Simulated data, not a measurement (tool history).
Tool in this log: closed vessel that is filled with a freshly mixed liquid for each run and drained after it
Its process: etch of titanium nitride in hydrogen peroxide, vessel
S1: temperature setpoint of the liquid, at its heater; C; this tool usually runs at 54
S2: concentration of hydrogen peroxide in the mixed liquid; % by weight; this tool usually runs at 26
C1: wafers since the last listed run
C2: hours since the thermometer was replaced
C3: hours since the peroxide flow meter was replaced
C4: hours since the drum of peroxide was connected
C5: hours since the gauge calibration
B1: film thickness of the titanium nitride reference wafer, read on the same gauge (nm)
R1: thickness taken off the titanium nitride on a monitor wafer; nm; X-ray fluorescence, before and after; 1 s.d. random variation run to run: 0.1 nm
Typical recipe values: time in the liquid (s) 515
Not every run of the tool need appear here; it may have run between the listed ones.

run 1 hour=0 | S1=54 S2=26 time_in_the_liquid_(s)=515 | C1=0 C2=1392.9 C3=152.7 C4=214.7 C5=558.6 | B1=148.58 | R1=31.2
run 2 hour=56.8 | S1=54 S2=26 time_in_the_liquid_(s)=515 | C1=2625 C2=1449.7 C3=209.5 C4=271.5 C5=615.4 | B1=148.46 | R1=30.98
run 3 hour=101 | S1=54 S2=29.5 time_in_the_liquid_(s)=515 | C1=2043 C2=1493.9 C3=253.7 C4=315.7 C5=659.6 | B1=148.28 | R1=32.15
run 4 hour=153.6 | S1=54 S2=29.5 time_in_the_liquid_(s)=515 | C1=2431 C2=1546.5 C3=306.3 C4=368.3 C5=712.2 | B1=148.23 | R1=31.88
run 5 hour=218.2 | S1=54 S2=26 time_in_the_liquid_(s)=515 | C1=2986 C2=1611.1 C3=370.9 C4=432.9 C5=776.8 | B1=148.03 | R1=31.05
-- hour=257.6 peroxide flow meter replaced
run 6 hour=273.8 | S1=54 S2=26 time_in_the_liquid_(s)=515 | C1=2523 C2=1666.7 C3=16.2 C4=488.5 C5=832.4 | B1=147.86 | R1=30.94
run 7 hour=317.3 | S1=54 S2=24.5 time_in_the_liquid_(s)=515 | C1=2010 C2=1710.2 C3=59.7 C4=532 C5=875.9 | B1=147.8 | R1=30.43
run 8 hour=356.7 | S1=54 S2=24.5 time_in_the_liquid_(s)=515 | C1=1821 C2=1749.6 C3=99.1 C4=571.4 C5=915.3 | B1=147.68 | R1=30.44
run 9 hour=403.1 | S1=54 S2=24.5 time_in_the_liquid_(s)=515 | C1=2144 C2=1796 C3=145.5 C4=617.8 C5=961.7 | B1=147.59 | R1=30.7
run 10 hour=439.6 | S1=54 S2=26 time_in_the_liquid_(s)=515 | C1=1687 C2=1832.5 C3=182 C4=654.3 C5=998.2 | B1=147.51 | R1=30.71
-- hour=466.3 new drum of peroxide connected
run 11 hour=506.9 | S1=54 S2=26 time_in_the_liquid_(s)=515 | C1=3064 C2=1899.8 C3=249.3 C4=40.6 C5=1065.5 | B1=147.34 | R1=30.79
run 12 hour=575.7 | S1=54 S2=26 time_in_the_liquid_(s)=515 | C1=3180 C2=1968.6 C3=318.1 C4=109.4 C5=1134.3 | B1=147.14 | R1=30.53
run 13 hour=625.8 | S1=46.5 S2=30 time_in_the_liquid_(s)=630 | C1=2315 C2=2018.7 C3=368.2 C4=159.5 C5=1184.4 | B1=147.01 | R1=22.53
-- hour=673.7 peroxide flow meter replaced
run 14 hour=683.4 | S1=54 S2=26 time_in_the_liquid_(s)=515 | C1=2616 C2=2076.3 C3=9.7 C4=217.1 C5=1242 | B1=146.87 | R1=30.8
run 15 hour=742.6 | S1=61 S2=30 time_in_the_liquid_(s)=820 | C1=2736 C2=2135.5 C3=68.9 C4=276.3 C5=1301.2 | B1=146.73 | R1=82.02
run 16 hour=813.3 | S1=54 S2=30 time_in_the_liquid_(s)=515 | C1=3268 C2=2206.2 C3=139.6 C4=347 C5=1371.9 | B1=146.58 | R1=31.54
run 17 hour=851.4 | S1=61 S2=30 time_in_the_liquid_(s)=820 | C1=1761 C2=2244.3 C3=177.7 C4=385.1 C5=1410 | B1=146.45 | R1=81.47
run 18 hour=925.8 | S1=59 S2=26 time_in_the_liquid_(s)=515 | C1=3439 C2=2318.7 C3=252.1 C4=459.5 C5=1484.4 | B1=146.33 | R1=43.38
run 19 hour=953.4 | S1=54 S2=26 time_in_the_liquid_(s)=515 | C1=1275 C2=2346.3 C3=279.7 C4=487.1 C5=1512 | B1=146.23 | R1=30.67
-- hour=997.6 gauge calibrated
run 20 hour=1043.1 | S1=57 S2=18 time_in_the_liquid_(s)=400 | C1=4146 C2=2436 C3=369.4 C4=576.8 C5=45.5 | B1=149.87 | R1=27.81
run 21 hour=1107.5 | S1=54 S2=26 time_in_the_liquid_(s)=515 | C1=2976 C2=2500.4 C3=433.8 C4=641.2 C5=109.9 | B1=149.65 | R1=31.4
-- hour=1132.7 peroxide flow meter replaced
run 22 hour=1133.2 | S1=46.5 S2=26 time_in_the_liquid_(s)=515 | C1=1141 C2=2526.1 C3=0.5 C4=666.9 C5=135.6 | B1=149.64 | R1=18.29
-- hour=1170.3 thermometer replaced
run 23 hour=1189.6 | S1=54 S2=26 time_in_the_liquid_(s)=515 | C1=2560 C2=19.3 C3=56.9 C4=723.3 C5=192 | B1=149.5 | R1=31.25
-- hour=1232.3 new drum of peroxide connected
run 24 hour=1256.6 | S1=58 S2=30 time_in_the_liquid_(s)=330 | C1=3050 C2=86.3 C3=123.9 C4=24.3 C5=259 | B1=149.34 | R1=27.32
run 25 hour=1311.1 | S1=54 S2=28.5 time_in_the_liquid_(s)=650 | C1=2519 C2=140.8 C3=178.4 C4=78.8 C5=313.5 | B1=149.23 | R1=39.91
run 26 hour=1348 | S1=54 S2=26 time_in_the_liquid_(s)=515 | C1=1705 C2=177.7 C3=215.3 C4=115.7 C5=350.4 | B1=149.13 | R1=31.05
run 27 hour=1390.7 | S1=59.5 S2=30 time_in_the_liquid_(s)=605 | C1=1973 C2=220.4 C3=258 C4=158.4 C5=393.1 | B1=148.96 | R1=55.35
run 28 hour=1444.8 | S1=45.5 S2=30 time_in_the_liquid_(s)=635 | C1=2500 C2=274.5 C3=312.1 C4=212.5 C5=447.2 | B1=148.81 | R1=21.39
-- hour=1549.3 peroxide flow meter replaced
run 29 hour=1612 | S1=47 S2=23.5 time_in_the_liquid_(s)=740 | C1=7682 C2=441.7 C3=62.7 C4=379.7 C5=614.4 | B1=148.44 | R1=26.34

Forecast each of these 4 alternatives for the next run:
run A hour=1612.8 | S1=54 S2=29 time_in_the_liquid_(s)=515 | C1=36 C2=442.5 C3=63.5 C4=380.5 C5=615.2 | B1=? | R1=?
run B hour=1612.8 | S1=45 S2=30 time_in_the_liquid_(s)=810 | C1=36 C2=442.5 C3=63.5 C4=380.5 C5=615.2 | B1=? | R1=?
run C hour=1612.8 | S1=59 S2=26 time_in_the_liquid_(s)=695 | C1=36 C2=442.5 C3=63.5 C4=380.5 C5=615.2 | B1=? | R1=?
run D hour=1612.8 | S1=48.5 S2=30 time_in_the_liquid_(s)=725 | C1=36 C2=442.5 C3=63.5 C4=380.5 C5=615.2 | B1=? | R1=?

run=A B1=148.47 R1=31.73
run=B B1=148.47 R1=26.19
run=C B1=148.47 R1=59.15
run=D B1=148.47 R1=30.35
Had the tool no hidden state, the same runs would have come out as:
run=A R1=32.06
run=B R1=26.47
run=C R1=59.77
run=D R1=30.66
